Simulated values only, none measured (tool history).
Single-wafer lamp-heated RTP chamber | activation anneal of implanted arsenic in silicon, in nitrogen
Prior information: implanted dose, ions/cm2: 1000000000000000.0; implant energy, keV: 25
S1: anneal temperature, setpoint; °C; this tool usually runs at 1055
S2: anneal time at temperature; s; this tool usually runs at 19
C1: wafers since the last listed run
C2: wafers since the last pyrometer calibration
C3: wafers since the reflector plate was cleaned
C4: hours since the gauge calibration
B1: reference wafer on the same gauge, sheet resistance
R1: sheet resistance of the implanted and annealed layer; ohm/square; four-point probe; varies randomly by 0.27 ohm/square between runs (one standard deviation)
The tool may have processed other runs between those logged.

| run | hour | S1 | S2 | C1 | C2 | C3 | C4 | B1 | R1 |
|---|---|---|---|---|---|---|---|---|---|
| 1 | 0 | 1055 | 19 | 0 | 1046 | 1983 | 1177.8 | 95.99 | 114.9 |
| 2 | 57.1 | 1055 | 19 | 787 | 1833 | 2770 | 1234.9 | 96 | 114.64 |
| 3 | 154.8 | 1055 | 19 | 1347 | 3180 | 4117 | 1332.6 | 96.05 | 114.06 |
| 4 | 237.4 | 1055 | 19 | 1138 | 4319 | 5256 | 1415.2 | 96.03 | 113.56 |
|  | 324.9 | reflector plate cleaned |
|  | 327.5 | pyrometer window cleaned and pyrometer calibrated |
| 5 | 337.1 | 1055 | 19 | 1229 | 132 | 132 | 1514.9 | 96 | 115.35 |
| 6 | 377.2 | 1055 | 19 | 552 | 685 | 685 | 1555 | 95.99 | 115.06 |
| 7 | 479.6 | 1055 | 19 | 1411 | 2097 | 2097 | 1657.4 | 95.99 | 114.39 |
| 8 | 543.8 | 1055 | 19 | 885 | 2982 | 2982 | 1721.6 | 95.96 | 114.44 |
| 9 | 646.7 | 1055 | 19 | 1418 | 4401 | 4401 | 1824.5 | 95.97 | 113.88 |
| 10 | 696.6 | 1055 | 19 | 688 | 5089 | 5089 | 1874.4 | 96.02 | 113.03 |
|  | 724.8 | reflector plate cleaned |
|  | 725.3 | pyrometer window cleaned and pyrometer calibrated |
| 11 | 776.2 | 1055 | 19 | 979 | 701 | 701 | 1954 | 96.02 | 115.47 |
| 12 | 835.4 | 1070 | 19 | 816 | 1517 | 1517 | 2013.2 | 95.96 | 112.76 |
| 13 | 890.4 | 1070 | 19 | 758 | 2275 | 2275 | 2068.2 | 96 | 111.84 |
|  | 962.4 | gauge calibrated |
| 14 | 976.9 | 1070 | 19 | 1192 | 3468 | 3468 | 14.5 | 95.98 | 111.54 |
| 15 | 1082.3 | 1055 | 19 | 1453 | 4921 | 4921 | 119.9 | 95.97 | 113.05 |
| 16 | 1169.2 | 1043 | 13 | 1198 | 6119 | 6119 | 206.8 | 96 | 117.82 |
|  | 1200.3 | pyrometer window cleaned and pyrometer calibrated |
|  | 1200.3 | reflector plate cleaned |
| 17 | 1216.1 | 1032 | 8 | 536 | 217 | 217 | 253.7 | 96.02 | 125.91 |
| 18 | 1274.8 | 1055 | 19 | 809 | 1026 | 1026 | 312.4 | 95.99 | 115.13 |
| 19 | 1375.7 | 1055 | 13 | 1391 | 2417 | 2417 | 413.3 | 96.05 | 118.04 |
| 20 | 1436.5 | 1082 | 8 | 838 | 3256 | 3256 | 474.1 | 95.94 | 116.64 |
|  | 1601.2 | pyrometer window cleaned and pyrometer calibrated |
|  | 1611.8 | reflector plate cleaned |
| 21 | 1758 | 1055 | 19 | 4212 | 2051 | 2016 | 795.6 | 96.03 | 114.27 |
| 22 | 1820.7 | 1072 | 10 | 864 | 2915 | 2880 | 858.3 | 95.93 | 116.74 |
| 23 | 1861.2 | 1033 | 30 | 558 | 3474 | 3439 | 898.8 | 96.03 | 114.03 |
| 24 | 1899.8 | 1055 | 19 | 532 | 4006 | 3971 | 937.4 | 95.96 | 114.02 |
| 25 | 1962.9 | 1043 | 26 | 870 | 4876 | 4841 | 1000.5 | 96 | 112.82 |
|  | 2012.4 | reflector plate cleaned |
| 26 | 2024.8 | 1055 | 19 | 743 | 5619 | 170 | 1062.4 | 96.04 | 113.96 |
|  | 2087.6 | pyrometer window cleaned and pyrometer calibrated |
| 27 | 2134.8 | 1055 | 23 | 1406 | 651 | 1576 | 1172.4 | 96.02 | 113.92 |
| 28 | 2184.1 | 1055 | 14 | 679 | 1330 | 2256 | 1221.7 | 96.07 | 117.08 |

Forecast each of these 3 alternatives for the next run:
| A | 2184.5 | 1055 | 25 | 5 | 1336 | 2262 | 1222.1 | ? | ? |
| B | 2184.5 | 1043 | 30 | 5 | 1336 | 2262 | 1222.1 | ? | ? |
| C | 2184.5 | 1032 | 28 | 5 | 1336 | 2262 | 1222.1 | ? | ? |

| run | B1 | R1 |
|---|---|---|
| A | 96.02 | 112.91 |
| B | 96.02 | 113.52 |
| C | 96.02 | 115.89 |
Take away the tool's hidden state, keep each run's random variation, and the runs would have read:
| run | R1 |
|---|---|
| A | 114.34 |
| B | 114.93 |
| C | 117.28 |
